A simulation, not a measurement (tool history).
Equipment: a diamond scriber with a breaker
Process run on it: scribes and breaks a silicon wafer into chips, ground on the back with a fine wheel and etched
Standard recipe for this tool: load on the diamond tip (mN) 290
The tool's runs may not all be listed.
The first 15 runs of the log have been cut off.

run   hour  load on the diamond tip (mN)  wafers since the last listed run  hours since the diamond tip was replaced  hours since the load on the tip was calibrated  incoming depth of the damage left on the back of the incoming wafer, um  depth of the median crack under the scribed line (nm)  chips rejected at inspection after the break (%)
 16  171.7                           290                                22                                     196.0                                           950.5                                                                     0.67                                                  12200                                              4.54
     181.5  -- diamond tip replaced by a new one, of another model than before
 17  186.2                           310                                18                                       4.7                                           965.0                                                                     0.58                                                  14600                                              2.07
 18  201.6                           310                                22                                      20.1                                           980.4                                                                     0.46                                                  14240                                              1.61
 19  214.3                           373                                18                                      32.8                                           993.1                                                                     0.33                                                  15330                                              3.76
 20  222.6                           255                                12                                      41.1                                          1001.4                                                                     0.41                                                  12640                                              2.98
 21  231.2                           360                                12                                      49.7                                          1010.0                                                                     0.35                                                  14790                                              2.77
 22  247.5                           290                                23                                      66.0                                          1026.3                                                                     0.39                                                  13580                                              2.06
 23  253.8                           209                                 9                                      72.3                                          1032.6                                                                     0.68                                                  11350                                              8.11
 24  267.3                           356                                19                                      85.8                                          1046.1                                                                     0.55                                                  14710                                              2.12
 25  281.1                           290                                20                                      99.6                                          1059.9                                                                     0.53                                                  12560                                              2.34
 26  292.4                           353                                16                                     110.9                                          1071.2                                                                     0.61                                                  13980                                              2.07
 27  303.4                           266                                16                                     121.9                                          1082.2                                                                     0.80                                                  12320                                              4.66
 28  311.8                           338                                12                                     130.3                                          1090.6                                                                     0.38                                                  13970                                              1.76
     324.2  -- load on the tip recalibrated
 29  328.7                           351                                21                                     147.2                                             4.5                                                                     0.63                                                  13790                                              1.78
 30  335.7                           351                                10                                     154.2                                            11.5                                                                     0.48                                                  13500                                              1.61
 31  368.6                           290                                48                                     187.1                                            44.4                                                                     0.37                                                  12380                                              4.69
 32  379.8                           326                                16                                     198.3                                            55.6                                                                     0.35                                                  12260                                              2.90
 33  395.9                           290                                23                                     214.4                                            71.7                                                                     0.48                                                  11960                                              4.77
 34  404.5                           290                                12                                     223.0                                            80.3                                                                     0.64                                                  11970                                              5.69
 35  416.8                           260                                18                                     235.3                                            92.6                                                                     0.55                                                  10870                                              7.79
     431.5  -- diamond tip replaced by a new one
 36  446.8                           234                                41                                      15.3                                           122.6                                                                     0.30                                                  12270                                              4.11
 37  463.4                           348                                24                                      31.9                                           139.2                                                                     0.35                                                  14460                                              2.17

4 ways to go on from here, each from the tool as it stands after run 37. What would each give?
  A  464.1                           371                                 1                                      32.6                                           139.9                                                                     0.56                                                      ?                                                 ?
  B  464.1                           313                                 1                                      32.6                                           139.9                                                                     0.56                                                      ?                                                 ?
  C  464.1                           329                                 1                                      32.6                                           139.9                                                                     0.56                                                      ?                                                 ?
  D  464.1                           253                                 1                                      32.6                                           139.9                                                                     0.56                                                      ?                                                 ?

run  depth of the median crack under the scribed line (nm)  chips rejected at inspection after the break (%)
  A                                                  15280                                              2.96
  B                                                  14110                                              1.73
  C                                                  14440                                              1.85
  D                                                  12840                                              3.19
With no hidden state in the tool, these same runs would have given:
run  depth of the median crack under the scribed line (nm)  chips rejected at inspection after the break (%)
  A                                                  15770                                              4.04
  B                                                  14560                                              1.94
  C                                                  14890                                              2.32
  D                                                  13240                                              2.36
